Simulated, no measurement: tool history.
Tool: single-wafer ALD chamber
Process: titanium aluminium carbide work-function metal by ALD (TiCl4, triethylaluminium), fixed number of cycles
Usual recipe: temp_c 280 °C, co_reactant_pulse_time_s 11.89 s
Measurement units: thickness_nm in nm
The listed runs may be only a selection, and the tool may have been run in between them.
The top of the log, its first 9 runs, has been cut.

run	hour	temp_c	co_reactant_pulse_time_s	read-back reference wafer on the same gauge, thickness_nm	thickness_nm
10	214.8	290	8.68	2.111	2.023
11	247.6	290	8.68	2.109	2.031
12	274.5	280	10.56	2.108	2.011
13	306.5	280	10.56	2.108	2.008
14	332.8	280	10.56	2.11	1.997
# hour 341.6: triethylaluminium bottle replaced
15	356	280	11.89	2.111	2.032
16	385.4	285	15.42	2.11	2.083
17	418.3	280	11.89	2.109	2.021
18	450.7	286	11.89	2.11	2.081
# hour 465.8: thermocouple changed; heater temperature recalibrated
19	470.6	294	13.63	2.111	2.122
20	486.4	280	11.89	2.112	1.994
21	517.8	269	13.31	2.11	1.902
# hour 546.6: gauge calibrated
22	546.9	289	10.06	2.111	2.032
23	578.2	280	10.56	2.11	1.963
24	613.7	290	7.44	2.111	1.945
# hour 632.3: showerhead replaced
25	641.4	274	11.89	2.11	1.96
26	654.1	269	11.89	2.109	1.907
27	676.8	275	8.52	2.109	1.877
28	690.5	280	11.89	2.112	1.986
29	725.4	274	7.81	2.11	1.853

Run 30 is up next; what results do you expect?
30	756.1	280	11.89	?	?

{"run 30": {"read-back reference wafer on the same gauge, thickness_nm": 2.111, "thickness_nm": 1.997}}
Without the tool's hidden state the same run would have given thickness_nm 1.99 nm.
